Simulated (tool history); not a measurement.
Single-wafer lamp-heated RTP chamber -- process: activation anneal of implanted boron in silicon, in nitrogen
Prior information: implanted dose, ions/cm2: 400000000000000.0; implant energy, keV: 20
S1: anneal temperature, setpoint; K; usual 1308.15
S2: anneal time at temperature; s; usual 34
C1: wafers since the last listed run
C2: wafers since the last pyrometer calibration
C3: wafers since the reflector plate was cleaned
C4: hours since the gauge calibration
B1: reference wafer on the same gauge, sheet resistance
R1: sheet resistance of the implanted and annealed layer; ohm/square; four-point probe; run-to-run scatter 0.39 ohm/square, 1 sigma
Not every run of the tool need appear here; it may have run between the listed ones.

Run 1, day 0: usual settings; C1 0; C2 2102; C3 13352; C4 88.5; B1 296.45. Result: R1 259.14 ohm/square.
Run 2, day 0.379: usual settings but S1 1292.15 K; C1 145; C2 2248; C3 13497; C4 97.6; B1 296.2. Result: R1 260.35 ohm/square.
Run 3, day 0.679: usual settings but S1 1292.15 K; C1 115; C2 2363; C3 13613; C4 104.8; B1 296.35. Result: R1 260.7 ohm/square.
Run 4, day 1.008: usual settings but S1 1292.15 K; C1 126; C2 2489; C3 13739; C4 112.7; B1 296.28. Result: R1 260.4 ohm/square.
Run 5, day 1.5: usual settings; C1 188; C2 2678; C3 13928; C4 124.5; B1 296.25. Result: R1 258.53 ohm/square.
Run 6, day 1.808: usual settings; C1 118; C2 2797; C3 14046; C4 131.9; B1 296.19. Result: R1 257.9 ohm/square.
Run 7, day 2.388: usual settings; C1 222; C2 3019; C3 14269; C4 145.8; B1 296.14. Result: R1 257.32 ohm/square.
Run 8, day 2.812: usual settings but S2 44 s; C1 163; C2 3182; C3 14432; C4 156; B1 295.87. Result: R1 257.98 ohm/square.
Run 9, day 3.404: usual settings but S2 44 s; C1 227; C2 3409; C3 14659; C4 170.2; B1 296.05. Result: R1 256.96 ohm/square.
At day 4.375: reflector plate cleaned.
At day 4.383: pyrometer window cleaned and pyrometer calibrated.
Run 10, day 4.396: usual settings; C1 249; C2 5; C3 5; C4 194; B1 295.64. Result: R1 257.88 ohm/square.
Run 11, day 4.408: usual settings but S1 1323.15 K, S2 47 s; C1 4; C2 10; C3 10; C4 194.3; B1 295.86. Result: R1 255.72 ohm/square.
At day 4.517: gauge calibrated.
Run 12, day 4.738: usual settings; C1 126; C2 136; C3 136; C4 5.3; B1 297.81. Result: R1 258.96 ohm/square.
Run 13, day 5.317: usual settings but S1 1283.15 K, S2 50 s; C1 222; C2 359; C3 359; C4 19.2; B1 297.42. Result: R1 261.6 ohm/square.
Run 14, day 5.983: usual settings but S1 1297.15 K, S2 16 s; C1 256; C2 615; C3 615; C4 35.2; B1 296.93. Result: R1 262.08 ohm/square.
Run 15, day 6.633: usual settings but S1 1292.15 K; C1 249; C2 864; C3 864; C4 50.8; B1 296.9. Result: R1 260.12 ohm/square.
Run 16, day 7.329: usual settings but S1 1328.15 K, S2 14 s; C1 267; C2 1132; C3 1132; C4 67.5; B1 296.43. Result: R1 258.91 ohm/square.
Run 17, day 8.038: usual settings but S1 1335.15 K; C1 272; C2 1404; C3 1404; C4 84.5; B1 296.35. Result: R1 256.04 ohm/square.
Run 18, day 8.317: usual settings but S1 1296.15 K, S2 19 s; C1 107; C2 1511; C3 1511; C4 91.2; B1 296.19. Result: R1 261.01 ohm/square.
Run 19, day 9.262: usual settings but S1 1319.15 K, S2 43 s; C1 363; C2 1874; C3 1874; C4 113.9; B1 296.13. Result: R1 256.3 ohm/square.
Run 20, day 9.654: usual settings but S1 1322.15 K, S2 21 s; C1 150; C2 2024; C3 2024; C4 123.3; B1 295.93. Result: R1 258.26 ohm/square.

How would selected steps in R1 from run to run divide? Give the signed amount a tool lacking its hidden state would still show from settings, what came in and random variation, and the signed amount left for the hidden state, including any gauge scatter that is not in both of the compared results.
Hidden conditions of the tool in this case: true wafer temperature minus pyrometer reading, K; wafer temperature error from the tarnished reflector plate, K; gauge reads high (%).
Run 11 -> 12: S1 1323.15 -> 1308.15, S2 47 -> 34, gauge calibrated. R1 +3.24 ohm/square: hidden state +1.64, all else +1.6.
Run 12 -> 13: S1 1308.15 -> 1283.15, S2 34 -> 50. R1 +2.64 ohm/square: hidden state -0.39, all else +3.03.
Run 17 -> 18: S1 1335.15 -> 1296.15, S2 34 -> 19. R1 +4.97 ohm/square: hidden state -0.08, all else +5.05.
Run 18 -> 19: S1 1296.15 -> 1319.15, S2 19 -> 43. R1 -4.71 ohm/square: hidden state -0.11, all else -4.6.
